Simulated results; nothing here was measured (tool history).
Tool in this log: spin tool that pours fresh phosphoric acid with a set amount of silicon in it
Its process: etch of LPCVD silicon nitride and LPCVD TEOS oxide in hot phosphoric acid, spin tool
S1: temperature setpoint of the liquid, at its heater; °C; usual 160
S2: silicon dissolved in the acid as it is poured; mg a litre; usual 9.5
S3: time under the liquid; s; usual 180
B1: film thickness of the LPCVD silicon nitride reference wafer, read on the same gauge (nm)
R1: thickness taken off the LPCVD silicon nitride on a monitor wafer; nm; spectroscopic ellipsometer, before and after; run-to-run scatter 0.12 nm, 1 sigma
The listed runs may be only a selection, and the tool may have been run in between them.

Run 1, hour 0: usual settings; B1 121.74. Result: R1 16.11 nm.
Run 2, hour 38.1: usual settings but S3 150 s; B1 121.88. Result: R1 13.64 nm.
Run 3, hour 122.7: usual settings but S3 150 s; B1 122.1. Result: R1 13.4 nm.
At hour 191.5: heated supply line repaired.
Run 4, hour 192: usual settings but S1 161.5 °C; B1 122.35. Result: R1 17.17 nm.
At hour 197.8: dissolved silicon flow meter replaced.
Run 5, hour 295.3: usual settings; B1 122.7. Result: R1 16.29 nm.
Run 6, hour 378.3: usual settings but S1 161.5 °C, S2 14 mg a litre, S3 120 s; B1 122.98. Result: R1 11.43 nm.
Run 7, hour 420.9: usual settings but S1 157.5 °C, S2 6.5 mg a litre; B1 123.15. Result: R1 14.93 nm.
Run 8, hour 516.5: usual settings; B1 123.54. Result: R1 16.18 nm.
At hour 587.8: gauge calibrated.
Run 9, hour 623.7: usual settings; B1 118.5. Result: R1 15.58 nm.
Run 10, hour 712.2: usual settings but S1 158 °C, S2 15 mg a litre, S3 215 s; B1 118.53. Result: R1 17.46 nm.
Run 11, hour 800.2: usual settings but S2 6.5 mg a litre; B1 118.55. Result: R1 15.8 nm.
Run 12, hour 853.6: usual settings; B1 118.53. Result: R1 15.7 nm.
At hour 941.1: thermometer replaced.
Run 13, hour 941.6: usual settings; B1 118.65. Result: R1 15.89 nm.
Run 14, hour 1035.3: usual settings but S1 157 °C; B1 118.66. Result: R1 14.2 nm.
Run 15, hour 1079.9: usual settings but S1 158 °C, S3 115 s; B1 118.7. Result: R1 9.46 nm.
Run 16, hour 1154.5: usual settings; B1 118.77. Result: R1 15.59 nm.
Run 17, hour 1240.6: usual settings but S1 162 °C, S2 2 mg a litre, S3 145 s; B1 118.87. Result: R1 13.59 nm.
Run 18, hour 1324.1: usual settings; B1 118.95. Result: R1 15.74 nm.
At hour 1360.4: dissolved silicon flow meter replaced.
Run 19, hour 1406.7: usual settings but S1 158 °C; B1 119.08. Result: R1 14.76 nm.
At hour 1409.7: heated supply line repaired.
Run 20, hour 1485.1: usual settings but S1 159 °C, S3 145 s; B1 119.2. Result: R1 12.22 nm.
Run 21, hour 1622.6: usual settings but S1 163 °C, S2 7 mg a litre, S3 265 s; B1 119.44. Result: R1 25.91 nm.
Run 22, hour 1696: usual settings but S3 145 s; B1 119.57. Result: R1 12.72 nm.
Run 23, hour 1755.5: usual settings; B1 119.72. Result: R1 15.93 nm.

Here are 3 independent what-if runs from the current tool condition. What would each one return?
Run A, hour 1756: usual settings but S2 14.5 mg a litre; B1 ?. Result: R1 ?.
Run B, hour 1756: usual settings but S1 161.5 °C, S2 2 mg a litre, S3 150 s; B1 ?. Result: R1 ?.
Run C, hour 1756: usual settings but S2 4.5 mg a litre; B1 ?. Result: R1 ?.

run      B1     R1
  A  119.73  15.99
  B  119.73  14.01
  C  119.73  15.99
Without the tool's unlogged condition, the same runs would have read:
run     R1
  A  16.03
  B  14.05
  C  16.03
